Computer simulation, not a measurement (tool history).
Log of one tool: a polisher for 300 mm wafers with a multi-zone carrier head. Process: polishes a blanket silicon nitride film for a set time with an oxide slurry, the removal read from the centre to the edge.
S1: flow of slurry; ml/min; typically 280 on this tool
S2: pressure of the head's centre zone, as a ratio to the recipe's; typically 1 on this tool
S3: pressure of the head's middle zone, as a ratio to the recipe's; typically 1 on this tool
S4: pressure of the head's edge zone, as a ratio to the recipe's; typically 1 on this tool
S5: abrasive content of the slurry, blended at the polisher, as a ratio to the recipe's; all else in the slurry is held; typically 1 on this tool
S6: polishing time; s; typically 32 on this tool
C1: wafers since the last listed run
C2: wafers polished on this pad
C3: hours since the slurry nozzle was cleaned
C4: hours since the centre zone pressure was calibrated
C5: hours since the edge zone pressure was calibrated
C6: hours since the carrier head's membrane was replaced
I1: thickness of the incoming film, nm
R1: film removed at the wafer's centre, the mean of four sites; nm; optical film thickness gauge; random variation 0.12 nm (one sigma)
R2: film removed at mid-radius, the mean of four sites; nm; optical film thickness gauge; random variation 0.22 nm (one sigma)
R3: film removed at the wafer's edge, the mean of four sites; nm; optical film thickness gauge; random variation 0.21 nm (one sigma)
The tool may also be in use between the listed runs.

run 1 day=0 | S1=280 S2=0.96 S3=1 S4=1 S5=1 S6=28 | C1=0 C2=3102 C3=83.3 C4=257.5 C5=272.9 C6=2 | I1=582.9 | R1=11.9 R2=12.5 R3=12.6
run 2 day=8.588 | S1=280 S2=1 S3=0.92 S4=1 S5=1.1 S6=27 | C1=3219 C2=6321 C3=289.4 C4=463.6 C5=479 C6=208.1 | I1=582.9 | R1=12.2 R2=11.6 R3=12.2
run 3 day=11.504 | S1=280 S2=1 S3=1 S4=1 S5=1 S6=32 | C1=1093 C2=7415 C3=359.4 C4=533.6 C5=549 C6=278.1 | I1=572.9 | R1=13.8 R2=13.9 R3=13.6
run 4 day=13.754 | S1=280 S2=1 S3=1 S4=1 S5=1 S6=32 | C1=843 C2=8258 C3=413.4 C4=587.6 C5=603 C6=332.1 | I1=586.5 | R1=13.6 R2=13.4 R3=13.6
-- day=14.129 worn pad replaced by a new one
run 5 day=15.354 | S1=280 S2=1.06 S3=1 S4=1 S5=1.15 S6=32 | C1=537 C2=459 C3=451.8 C4=626 C5=641.4 C6=370.5 | I1=585.9 | R1=15.9 R2=15.2 R3=14.9
-- day=15.717 edge zone pressure recalibrated
run 6 day=16.438 | S1=280 S2=1 S3=1 S4=1 S5=1 S6=32 | C1=374 C2=834 C3=477.8 C4=652 C5=17.3 C6=396.5 | I1=581.9 | R1=14.2 R2=13.7 R3=14.3
run 7 day=17.838 | S1=280 S2=0.88 S3=0.96 S4=0.88 S5=0.8 S6=32 | C1=524 C2=1359 C3=511.4 C4=685.6 C5=50.9 C6=430.1 | I1=575.1 | R1=11.3 R2=12.7 R3=12.8
run 8 day=19.342 | S1=280 S2=1 S3=1 S4=1 S5=1 S6=32 | C1=563 C2=1923 C3=547.5 C4=721.7 C5=87 C6=466.2 | I1=583.9 | R1=13.7 R2=13.5 R3=13.9
run 9 day=22.004 | S1=365 S2=1 S3=1.08 S4=0.95 S5=1 S6=38 | C1=998 C2=2921 C3=611.4 C4=785.6 C5=150.9 C6=530.1 | I1=569.6 | R1=16.4 R2=17.4 R3=16.2
-- day=22.85 slurry nozzle cleaned
run 10 day=24.825 | S1=280 S2=1.06 S3=0.88 S4=1 S5=1 S6=32 | C1=1041 C2=3963 C3=47.4 C4=853.3 C5=218.6 C6=597.8 | I1=583.3 | R1=15.4 R2=13.7 R3=14.2
run 11 day=26.854 | S1=315 S2=1 S3=0.91 S4=1 S5=1 S6=32 | C1=760 C2=4723 C3=96.1 C4=902 C5=267.3 C6=646.5 | I1=579.2 | R1=14.6 R2=14.2 R3=14.8
run 12 day=28.025 | S1=210 S2=1 S3=1.08 S4=1 S5=0.85 S6=32 | C1=438 C2=5162 C3=124.2 C4=930.1 C5=295.4 C6=674.6 | I1=587.8 | R1=13.1 R2=13.7 R3=12.7
run 13 day=30.129 | S1=280 S2=1 S3=1 S4=1 S5=1 S6=32 | C1=788 C2=5951 C3=174.7 C4=980.6 C5=345.9 C6=725.1 | I1=588.8 | R1=14.5 R2=14.4 R3=14.5
-- day=32.375 centre zone pressure recalibrated
run 14 day=32.733 | S1=280 S2=1 S3=1 S4=1 S5=1 S6=22 | C1=944 C2=6896 C3=237.2 C4=8.6 C5=408.4 C6=787.6 | I1=570.4 | R1=9.8 R2=9.6 R3=9.8
run 15 day=34.258 | S1=280 S2=1 S3=0.89 S4=1.08 S5=0.9 S6=24 | C1=571 C2=7468 C3=273.8 C4=45.2 C5=445 C6=824.2 | I1=581 | R1=10.2 R2=9.5 R3=10.4
run 16 day=35.95 | S1=225 S2=0.94 S3=1 S4=1 S5=1 S6=32 | C1=634 C2=8102 C3=314.4 C4=85.8 C5=485.6 C6=864.8 | I1=588.9 | R1=12.5 R2=13.2 R3=13.4
-- day=37.762 worn pad replaced by a new one
-- day=42.404 edge zone pressure recalibrated
run 17 day=43.821 | S1=280 S2=1 S3=1 S4=1 S5=1 S6=32 | C1=2856 C2=2239 C3=503.3 C4=274.7 C5=34 C6=1053.7 | I1=580.4 | R1=13.7 R2=14.3 R3=13.8
-- day=44.633 slurry nozzle cleaned
run 18 day=46.192 | S1=280 S2=1 S3=0.89 S4=1.08 S5=0.9 S6=24 | C1=873 C2=3112 C3=37.4 C4=331.6 C5=90.9 C6=1110.6 | I1=575.3 | R1=10.5 R2=9.9 R3=10.5
run 19 day=53.579 | S1=280 S2=1 S3=1 S4=1 S5=1 S6=32 | C1=2769 C2=5882 C3=214.7 C4=508.9 C5=268.2 C6=1287.9 | I1=568.7 | R1=13.9 R2=14.1 R3=14
run 20 day=54.808 | S1=280 S2=0.96 S3=1 S4=1 S5=0.8 S6=32 | C1=460 C2=6342 C3=244.2 C4=538.4 C5=297.7 C6=1317.4 | I1=577.7 | R1=12.7 R2=13.2 R3=13.1
run 21 day=56.917 | S1=375 S2=1 S3=1 S4=0.91 S5=1 S6=32 | C1=790 C2=7133 C3=294.8 C4=589 C5=348.3 C6=1368 | I1=580.5 | R1=14.5 R2=14.7 R3=14

Branching from run 21: 4 alternative next runs. What would each branch give?
run A day=56.933 | S1=280 S2=1 S3=1 S4=1 S5=1 S6=32 | C1=6 C2=7139 C3=295.2 C4=589.4 C5=348.7 C6=1368.4 | I1=580.1 | R1=? R2=? R3=?
run B day=56.933 | S1=280 S2=1 S3=1.1 S4=1 S5=1 S6=32 | C1=6 C2=7139 C3=295.2 C4=589.4 C5=348.7 C6=1368.4 | I1=580.1 | R1=? R2=? R3=?
run C day=56.933 | S1=280 S2=1 S3=1 S4=1 S5=1.3 S6=24 | C1=6 C2=7139 C3=295.2 C4=589.4 C5=348.7 C6=1368.4 | I1=580.1 | R1=? R2=? R3=?
run D day=56.933 | S1=280 S2=1 S3=0.89 S4=1 S5=0.9 S6=32 | C1=6 C2=7139 C3=295.2 C4=589.4 C5=348.7 C6=1368.4 | I1=580.1 | R1=? R2=? R3=?

run=A R1=14 R2=13.7 R3=13.9
run=B R1=14 R2=14.3 R3=13.9
run=C R1=11.4 R2=11.1 R3=11.4
run=D R1=13.5 R2=12.5 R3=13.5
With the hidden condition removed and each run's random variation left untouched, the same runs would have given:
run=A R1=15 R2=14.7 R3=14.9
run=B R1=15.1 R2=15.4 R3=14.9
run=C R1=12.3 R2=12 R3=12.2
run=D R1=14.5 R2=13.5 R3=14.4
